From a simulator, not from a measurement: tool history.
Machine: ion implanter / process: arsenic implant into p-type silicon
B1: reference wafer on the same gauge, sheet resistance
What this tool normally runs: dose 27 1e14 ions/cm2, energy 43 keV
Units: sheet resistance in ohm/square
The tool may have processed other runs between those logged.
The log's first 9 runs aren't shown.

run 10 hour=106.9 | dose=27 energy=34 | B1=53.46 | sheet_resistance=69.58
run 11 hour=122.6 | dose=27 energy=43 | B1=53.45 | sheet_resistance=66.07
run 12 hour=131.8 | dose=27 energy=43 | B1=53.44 | sheet_resistance=65.84
run 13 hour=139 | dose=27 energy=43 | B1=53.37 | sheet_resistance=66.41
run 14 hour=153.1 | dose=27 energy=43 | B1=53.4 | sheet_resistance=66.1
run 15 hour=160.2 | dose=27 energy=54 | B1=53.42 | sheet_resistance=62.51
run 16 hour=166.7 | dose=27 energy=43 | B1=53.43 | sheet_resistance=66.91
run 17 hour=180.7 | dose=27 energy=43 | B1=53.4 | sheet_resistance=66.26
run 18 hour=192.3 | dose=27 energy=39 | B1=53.39 | sheet_resistance=67.39
run 19 hour=229.9 | dose=33.1 energy=35 | B1=53.38 | sheet_resistance=64.52
-- hour=248.1 Faraday cup replaced and dose calibrated
run 20 hour=248.6 | dose=24.37 energy=43 | B1=53.37 | sheet_resistance=69.26
-- hour=257.7 extraction supply calibrated
run 21 hour=258.2 | dose=24.21 energy=37 | B1=53.39 | sheet_resistance=71.45
run 22 hour=298.7 | dose=27 energy=51 | B1=53.44 | sheet_resistance=63.29
run 23 hour=307.3 | dose=27 energy=34 | B1=53.41 | sheet_resistance=70.34
run 24 hour=313.4 | dose=27 energy=43 | B1=53.44 | sheet_resistance=66.36
run 25 hour=326 | dose=20.91 energy=51.5 | B1=53.42 | sheet_resistance=71.65
-- hour=332.8 gauge calibrated
run 26 hour=333.8 | dose=21.15 energy=43 | B1=53.39 | sheet_resistance=74.94
run 27 hour=370.3 | dose=33.69 energy=36 | B1=53.38 | sheet_resistance=63.95
run 28 hour=379.3 | dose=27 energy=43 | B1=53.36 | sheet_resistance=66.06
run 29 hour=387 | dose=34.82 energy=35.5 | B1=53.38 | sheet_resistance=62.91
run 30 hour=404.7 | dose=31.75 energy=52.5 | B1=53.39 | sheet_resistance=58.4
run 31 hour=415.5 | dose=27 energy=43 | B1=53.37 | sheet_resistance=65.74
run 32 hour=433 | dose=27 energy=43 | B1=53.4 | sheet_resistance=66.82
run 33 hour=442.9 | dose=22.95 energy=31 | B1=53.37 | sheet_resistance=76.63

Run 34, settings as shown, results not yet in. Your forecast:
run 34 hour=456.3 | dose=27 energy=43 | B1=? | sheet_resistance=?

B1: 53.42
sheet resistance: 66.33 ohm/square
Had the tool carried no hidden state, the very same run would have given sheet resistance 66.33 ohm/square.
